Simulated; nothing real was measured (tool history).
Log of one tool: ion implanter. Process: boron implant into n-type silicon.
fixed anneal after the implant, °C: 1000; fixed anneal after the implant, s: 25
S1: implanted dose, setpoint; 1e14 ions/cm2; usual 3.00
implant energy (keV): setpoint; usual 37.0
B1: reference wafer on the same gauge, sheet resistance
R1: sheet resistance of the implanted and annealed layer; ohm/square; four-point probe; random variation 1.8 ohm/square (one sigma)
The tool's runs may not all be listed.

run 1 hour=0.0 | S1=3.40 implant_energy_(keV)=28.0 | B1=342.98 | R1=288.09
run 2 hour=59.2 | S1=3.40 implant_energy_(keV)=28.0 | B1=343.34 | R1=288.65
run 3 hour=108.7 | S1=3.40 implant_energy_(keV)=28.0 | B1=342.84 | R1=288.27
run 4 hour=162.3 | S1=3.00 implant_energy_(keV)=44.0 | B1=343.17 | R1=302.37
run 5 hour=214.9 | S1=3.00 implant_energy_(keV)=44.0 | B1=343.09 | R1=303.83
run 6 hour=257.6 | S1=3.00 implant_energy_(keV)=44.0 | B1=342.73 | R1=299.55
run 7 hour=305.5 | S1=3.33 implant_energy_(keV)=37.0 | B1=342.68 | R1=280.96
run 8 hour=346.7 | S1=3.33 implant_energy_(keV)=37.0 | B1=342.88 | R1=282.18
run 9 hour=394.9 | S1=3.53 implant_energy_(keV)=37.0 | B1=343.29 | R1=271.51
run 10 hour=431.9 | S1=3.53 implant_energy_(keV)=37.0 | B1=342.22 | R1=270.03
run 11 hour=468.4 | S1=3.00 implant_energy_(keV)=37.0 | B1=342.83 | R1=307.26
run 12 hour=505.7 | S1=3.00 implant_energy_(keV)=37.0 | B1=342.81 | R1=307.15
run 13 hour=534.6 | S1=3.00 implant_energy_(keV)=37.0 | B1=343.32 | R1=302.81
run 14 hour=605.4 | S1=3.00 implant_energy_(keV)=37.0 | B1=342.77 | R1=303.23
run 15 hour=664.0 | S1=3.69 implant_energy_(keV)=43.0 | B1=342.85 | R1=253.53
run 16 hour=709.7 | S1=3.69 implant_energy_(keV)=43.0 | B1=343.10 | R1=253.84
run 17 hour=821.2 | S1=3.69 implant_energy_(keV)=43.0 | B1=343.05 | R1=251.61
run 18 hour=854.9 | S1=2.56 implant_energy_(keV)=46.0 | B1=343.26 | R1=330.30
-- hour=899.1 gauge calibrated
run 19 hour=910.6 | S1=3.41 implant_energy_(keV)=32.5 | B1=343.24 | R1=278.85
run 20 hour=968.5 | S1=3.00 implant_energy_(keV)=28.0 | B1=342.83 | R1=310.25
-- hour=979.2 Faraday cup replaced and dose calibrated
run 21 hour=992.9 | S1=2.52 implant_energy_(keV)=41.0 | B1=342.58 | R1=349.39
run 22 hour=1110.7 | S1=2.32 implant_energy_(keV)=26.0 | B1=342.91 | R1=391.75
-- hour=1269.3 extraction supply calibrated
run 23 hour=1269.8 | S1=2.67 implant_energy_(keV)=37.0 | B1=342.88 | R1=338.68
run 24 hour=1290.7 | S1=2.52 implant_energy_(keV)=29.5 | B1=342.84 | R1=365.03
run 25 hour=1328.8 | S1=3.00 implant_energy_(keV)=37.0 | B1=342.74 | R1=310.04
run 26 hour=1390.5 | S1=2.37 implant_energy_(keV)=33.0 | B1=343.32 | R1=377.73
run 27 hour=1422.5 | S1=3.69 implant_energy_(keV)=28.0 | B1=343.22 | R1=270.57
run 28 hour=1458.0 | S1=3.00 implant_energy_(keV)=37.0 | B1=343.04 | R1=307.21
run 29 hour=1508.0 | S1=3.88 implant_energy_(keV)=41.0 | B1=343.01 | R1=249.78
run 30 hour=1533.7 | S1=2.74 implant_energy_(keV)=42.0 | B1=342.80 | R1=322.89
run 31 hour=1572.2 | S1=3.41 implant_energy_(keV)=50.0 | B1=342.74 | R1=269.36
run 32 hour=1602.8 | S1=3.00 implant_energy_(keV)=37.0 | B1=342.86 | R1=307.33
run 33 hour=1632.9 | S1=2.48 implant_energy_(keV)=33.0 | B1=342.60 | R1=358.96
run 34 hour=1670.0 | S1=3.41 implant_energy_(keV)=37.0 | B1=343.00 | R1=279.01
run 35 hour=1716.7 | S1=3.00 implant_energy_(keV)=37.0 | B1=342.56 | R1=307.47

4 ways to go on from here, each from the tool as it stands after run 35. What would each give?
run A hour=1717.1 | S1=3.39 implant_energy_(keV)=37.0 | B1=? | R1=?
run B hour=1717.1 | S1=2.32 implant_energy_(keV)=24.5 | B1=? | R1=?
run C hour=1717.1 | S1=3.00 implant_energy_(keV)=26.5 | B1=? | R1=?
run D hour=1717.1 | S1=2.36 implant_energy_(keV)=28.0 | B1=? | R1=?

run=A B1=343.13 R1=279.20
run=B B1=343.13 R1=392.32
run=C B1=343.13 R1=317.86
run=D B1=343.13 R1=381.30
Without the tool's hidden state the same runs would have given:
run=A R1=282.21
run=B R1=396.56
run=C R1=321.30
run=D R1=385.37
